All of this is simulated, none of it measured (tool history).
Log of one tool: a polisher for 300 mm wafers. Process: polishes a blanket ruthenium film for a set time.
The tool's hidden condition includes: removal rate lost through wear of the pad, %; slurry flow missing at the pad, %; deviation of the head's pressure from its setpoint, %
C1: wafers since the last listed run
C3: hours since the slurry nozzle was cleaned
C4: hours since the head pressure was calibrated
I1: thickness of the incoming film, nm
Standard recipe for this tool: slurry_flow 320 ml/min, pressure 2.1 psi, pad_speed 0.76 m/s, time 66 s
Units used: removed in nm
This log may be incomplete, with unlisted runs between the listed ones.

{"run": 1, "day": 0.0, "slurry_flow": 320, "pressure": 2.1, "pad_speed": 0.76, "time": 52, "C1": 0, "wafers polished on this pad": 1178, "C3": 226.7, "C4": 276.4, "I1": 361.9, "removed": 37}
{"run": 2, "day": 1.154, "slurry_flow": 320, "pressure": 2.1, "pad_speed": 0.76, "time": 52, "C1": 279, "wafers polished on this pad": 1457, "C3": 254.4, "C4": 304.1, "I1": 367.1, "removed": 36.4}
{"day": 3.412, "done": "slurry nozzle cleaned"}
{"run": 3, "day": 4.062, "slurry_flow": 320, "pressure": 2.1, "pad_speed": 0.76, "time": 66, "C1": 693, "wafers polished on this pad": 2150, "C3": 15.6, "C4": 373.9, "I1": 366.7, "removed": 48.2}
{"run": 4, "day": 5.358, "slurry_flow": 320, "pressure": 2.1, "pad_speed": 0.76, "time": 66, "C1": 313, "wafers polished on this pad": 2463, "C3": 46.7, "C4": 405, "I1": 353.7, "removed": 48.6}
{"day": 6.429, "done": "worn pad replaced by a new one"}
{"run": 5, "day": 6.933, "slurry_flow": 320, "pressure": 2.1, "pad_speed": 0.76, "time": 66, "C1": 340, "wafers polished on this pad": 121, "C3": 84.5, "C4": 442.8, "I1": 361.1, "removed": 47.6}
{"run": 6, "day": 8.317, "slurry_flow": 320, "pressure": 2.1, "pad_speed": 0.76, "time": 66, "C1": 334, "wafers polished on this pad": 456, "C3": 117.7, "C4": 476, "I1": 354.7, "removed": 48.2}
{"run": 7, "day": 10.621, "slurry_flow": 320, "pressure": 2.1, "pad_speed": 0.76, "time": 66, "C1": 557, "wafers polished on this pad": 1013, "C3": 173, "C4": 531.3, "I1": 364.7, "removed": 47.5}
{"run": 8, "day": 13.221, "slurry_flow": 320, "pressure": 2.6, "pad_speed": 0.76, "time": 66, "C1": 628, "wafers polished on this pad": 1642, "C3": 235.4, "C4": 593.7, "I1": 364.6, "removed": 57.3}
{"day": 15.121, "done": "slurry nozzle cleaned"}
{"run": 9, "day": 15.712, "slurry_flow": 320, "pressure": 2.1, "pad_speed": 0.76, "time": 66, "C1": 592, "wafers polished on this pad": 2234, "C3": 14.2, "C4": 653.5, "I1": 360.3, "removed": 48.3}
{"run": 10, "day": 16.892, "slurry_flow": 320, "pressure": 2.1, "pad_speed": 0.76, "time": 66, "C1": 285, "wafers polished on this pad": 2519, "C3": 42.5, "C4": 681.8, "I1": 361.5, "removed": 48.4}
{"day": 17.254, "done": "worn pad replaced by a new one"}
{"run": 11, "day": 22.396, "slurry_flow": 320, "pressure": 2.1, "pad_speed": 0.76, "time": 66, "C1": 1290, "wafers polished on this pad": 1243, "C3": 174.6, "C4": 813.9, "I1": 354.7, "removed": 47.9}
{"run": 12, "day": 23.675, "slurry_flow": 320, "pressure": 2.1, "pad_speed": 0.76, "time": 66, "C1": 309, "wafers polished on this pad": 1552, "C3": 205.3, "C4": 844.6, "I1": 361.8, "removed": 47.4}
{"day": 27.342, "done": "worn pad replaced by a new one"}
{"day": 28.496, "done": "slurry nozzle cleaned"}
{"run": 13, "day": 31.4, "slurry_flow": 380, "pressure": 2.1, "pad_speed": 0.76, "time": 66, "C1": 1817, "wafers polished on this pad": 971, "C3": 69.7, "C4": 1030, "I1": 364.4, "removed": 48.6}
{"run": 14, "day": 33.842, "slurry_flow": 320, "pressure": 2.1, "pad_speed": 0.76, "time": 66, "C1": 590, "wafers polished on this pad": 1561, "C3": 128.3, "C4": 1088.6, "I1": 359.1, "removed": 47.1}
{"day": 34.412, "done": "head pressure recalibrated"}
{"run": 15, "day": 35.158, "slurry_flow": 320, "pressure": 2.1, "pad_speed": 0.88, "time": 72, "C1": 298, "wafers polished on this pad": 1859, "C3": 159.9, "C4": 17.9, "I1": 365.9, "removed": 59.8}
{"run": 16, "day": 37.65, "slurry_flow": 320, "pressure": 2.1, "pad_speed": 0.76, "time": 66, "C1": 602, "wafers polished on this pad": 2462, "C3": 219.7, "C4": 77.7, "I1": 357, "removed": 46.3}
{"day": 38.762, "done": "worn pad replaced by a new one"}
{"run": 17, "day": 39.521, "slurry_flow": 320, "pressure": 2.5, "pad_speed": 0.94, "time": 54, "C1": 412, "wafers polished on this pad": 183, "C3": 264.6, "C4": 122.6, "I1": 361.6, "removed": 55.9}
{"day": 40.217, "done": "slurry nozzle cleaned"}
{"run": 18, "day": 41.092, "slurry_flow": 320, "pressure": 2.1, "pad_speed": 0.84, "time": 66, "C1": 369, "wafers polished on this pad": 553, "C3": 21, "C4": 160.3, "I1": 358, "removed": 53.3}
{"run": 19, "day": 43.988, "slurry_flow": 270, "pressure": 2.1, "pad_speed": 0.58, "time": 43, "C1": 700, "wafers polished on this pad": 1253, "C3": 90.5, "C4": 229.8, "I1": 361.5, "removed": 23.8}
{"run": 20, "day": 45.996, "slurry_flow": 235, "pressure": 1.5, "pad_speed": 0.76, "time": 66, "C1": 485, "wafers polished on this pad": 1739, "C3": 138.7, "C4": 278, "I1": 357.9, "removed": 33.3}
{"run": 21, "day": 47.3, "slurry_flow": 285, "pressure": 2.4, "pad_speed": 0.76, "time": 79, "C1": 315, "wafers polished on this pad": 2054, "C3": 170, "C4": 309.3, "I1": 365.9, "removed": 64.9}
{"day": 49.529, "done": "worn pad replaced by a new one"}
{"run": 22, "day": 49.838, "slurry_flow": 280, "pressure": 1.5, "pad_speed": 0.54, "time": 66, "C1": 573, "wafers polished on this pad": 74, "C3": 230.9, "C4": 370.2, "I1": 355.2, "removed": 23.7}

4 options for the next run, each taken on its own from the tool as it stands now. Forecast them:
{"run": "A", "day": 49.854, "slurry_flow": 320, "pressure": 2.1, "pad_speed": 0.94, "time": 66, "C1": 4, "wafers polished on this pad": 78, "C3": 231.3, "C4": 370.6, "I1": 355.4, "removed": "?"}
{"run": "B", "day": 49.854, "slurry_flow": 365, "pressure": 1.7, "pad_speed": 0.68, "time": 66, "C1": 4, "wafers polished on this pad": 78, "C3": 231.3, "C4": 370.6, "I1": 355.4, "removed": "?"}
{"run": "C", "day": 49.854, "slurry_flow": 320, "pressure": 2.7, "pad_speed": 0.86, "time": 66, "C1": 4, "wafers polished on this pad": 78, "C3": 231.3, "C4": 370.6, "I1": 355.4, "removed": "?"}
{"run": "D", "day": 49.854, "slurry_flow": 380, "pressure": 2.1, "pad_speed": 0.96, "time": 74, "C1": 4, "wafers polished on this pad": 78, "C3": 231.3, "C4": 370.6, "I1": 355.4, "removed": "?"}

run=A removed=58.1
run=B removed=34.5
run=C removed=68.3
run=D removed=67.6
What these runs would have given with no unlogged condition in the tool:
run=A removed=59.9
run=B removed=35.4
run=C removed=70.5
run=D removed=69.5
